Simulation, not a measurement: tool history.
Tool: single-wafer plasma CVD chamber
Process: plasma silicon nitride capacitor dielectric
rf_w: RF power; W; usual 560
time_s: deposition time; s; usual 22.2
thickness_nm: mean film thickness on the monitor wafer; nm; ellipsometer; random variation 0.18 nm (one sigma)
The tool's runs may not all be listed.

| run | hour | rf_w | time_s | read-back reference wafer on the same gauge, thickness_nm | thickness_nm |
|---|---|---|---|---|---|
| 1 | 0.0 | 560 | 22.2 | 45.032 | 38.046 |
| 2 | 31.0 | 560 | 22.2 | 44.993 | 38.171 |
| 3 | 92.5 | 560 | 22.2 | 45.040 | 37.814 |
| 4 | 141.7 | 560 | 22.2 | 45.153 | 38.034 |
| 5 | 176.1 | 560 | 22.2 | 45.126 | 38.485 |
| 6 | 232.3 | 560 | 22.2 | 45.154 | 38.155 |
| 7 | 423.3 | 560 | 22.2 | 45.405 | 38.553 |
| 8 | 463.7 | 560 | 22.2 | 45.292 | 38.548 |
| 9 | 512.1 | 600 | 25.2 | 45.415 | 44.375 |
| 10 | 577.8 | 600 | 25.2 | 45.353 | 44.730 |
| 11 | 640.4 | 560 | 22.2 | 45.418 | 38.212 |
| 12 | 711.8 | 560 | 22.2 | 45.630 | 38.259 |
| 13 | 775.2 | 605 | 22.2 | 45.636 | 39.422 |
| 14 | 821.8 | 605 | 22.2 | 45.719 | 39.433 |
| 15 | 882.3 | 560 | 22.2 | 45.702 | 38.478 |
|  | 904.6 | RF generator calibrated |
| 16 | 1017.7 | 560 | 22.2 | 45.855 | 38.879 |
|  | 1066.0 | showerhead replaced |
| 17 | 1066.5 | 560 | 22.2 | 46.002 | 38.674 |
| 18 | 1087.7 | 560 | 22.2 | 45.904 | 38.947 |
| 19 | 1123.0 | 585 | 24.4 | 46.050 | 43.308 |
| 20 | 1179.9 | 645 | 22.2 | 46.115 | 40.363 |
| 21 | 1226.1 | 645 | 22.2 | 46.174 | 40.809 |
| 22 | 1274.8 | 600 | 25.2 | 46.254 | 45.382 |
| 23 | 1338.4 | 530 | 19.7 | 46.395 | 34.458 |
| 24 | 1379.6 | 485 | 19.5 | 46.424 | 33.117 |
| 25 | 1416.7 | 650 | 25.3 | 46.456 | 47.182 |
| 26 | 1470.0 | 560 | 22.2 | 46.603 | 38.997 |
| 27 | 1511.0 | 525 | 19.2 | 46.685 | 33.585 |
| 28 | 1554.6 | 470 | 20.9 | 46.633 | 34.889 |
| 29 | 1593.2 | 485 | 17.9 | 46.804 | 30.336 |
|  | 1626.8 | gauge calibrated |
| 30 | 1659.1 | 560 | 22.2 | 44.569 | 37.839 |
| 31 | 1698.4 | 610 | 23.4 | 44.683 | 40.816 |
| 32 | 1768.9 | 560 | 22.2 | 44.591 | 37.835 |
| 33 | 1794.3 | 595 | 19.7 | 44.628 | 34.344 |
| 34 | 1866.5 | 560 | 22.2 | 44.584 | 37.820 |
| 35 | 1916.2 | 530 | 22.2 | 44.632 | 37.118 |
| 36 | 1980.6 | 520 | 23.7 | 44.606 | 39.147 |
| 37 | 2060.1 | 595 | 22.2 | 44.610 | 38.601 |
|  | 2097.8 | RF generator calibrated |
| 38 | 2104.3 | 490 | 20.2 | 44.594 | 33.305 |
| 39 | 2134.7 | 560 | 22.2 | 44.754 | 37.910 |
| 40 | 2194.5 | 560 | 22.2 | 44.738 | 37.747 |
| 41 | 2257.4 | 590 | 18.5 | 44.791 | 32.252 |
| 42 | 2292.9 | 495 | 17.8 | 44.819 | 29.047 |
| 43 | 2345.2 | 595 | 26.4 | 44.874 | 45.957 |

What the log doesn't show, run by run:
delivered RF power above the setpoint (%): 0 in every run
H1: gauge reads high (%)
| run | H1 |
|---|---|
| 1 | 0.337 |
| 2 | 0.363 |
| 3 | 0.418 |
| 4 | 0.468 |
| 5 | 0.507 |
| 6 | 0.574 |
| 7 | 0.851 |
| 8 | 0.92 |
| 9 | 1.01 |
| 10 | 1.13 |
| 11 | 1.26 |
| 12 | 1.41 |
| 13 | 1.56 |
| 14 | 1.67 |
| 15 | 1.82 |
| 16 | 2.19 |
| 17 | 2.34 |
| 18 | 2.4 |
| 19 | 2.51 |
| 20 | 2.69 |
| 21 | 2.84 |
| 22 | 3 |
| 23 | 3.22 |
| 24 | 3.37 |
| 25 | 3.5 |
| 26 | 3.7 |
| 27 | 3.86 |
| 28 | 4.03 |
| 29 | 4.19 |
| 30 | -0.719 |
| 31 | -0.715 |
| 32 | -0.7 |
| 33 | -0.692 |
| 34 | -0.661 |
| 35 | -0.634 |
| 36 | -0.592 |
| 37 | -0.528 |
| 38 | -0.486 |
| 39 | -0.456 |
| 40 | -0.39 |
| 41 | -0.312 |
| 42 | -0.265 |
| 43 | -0.19 |

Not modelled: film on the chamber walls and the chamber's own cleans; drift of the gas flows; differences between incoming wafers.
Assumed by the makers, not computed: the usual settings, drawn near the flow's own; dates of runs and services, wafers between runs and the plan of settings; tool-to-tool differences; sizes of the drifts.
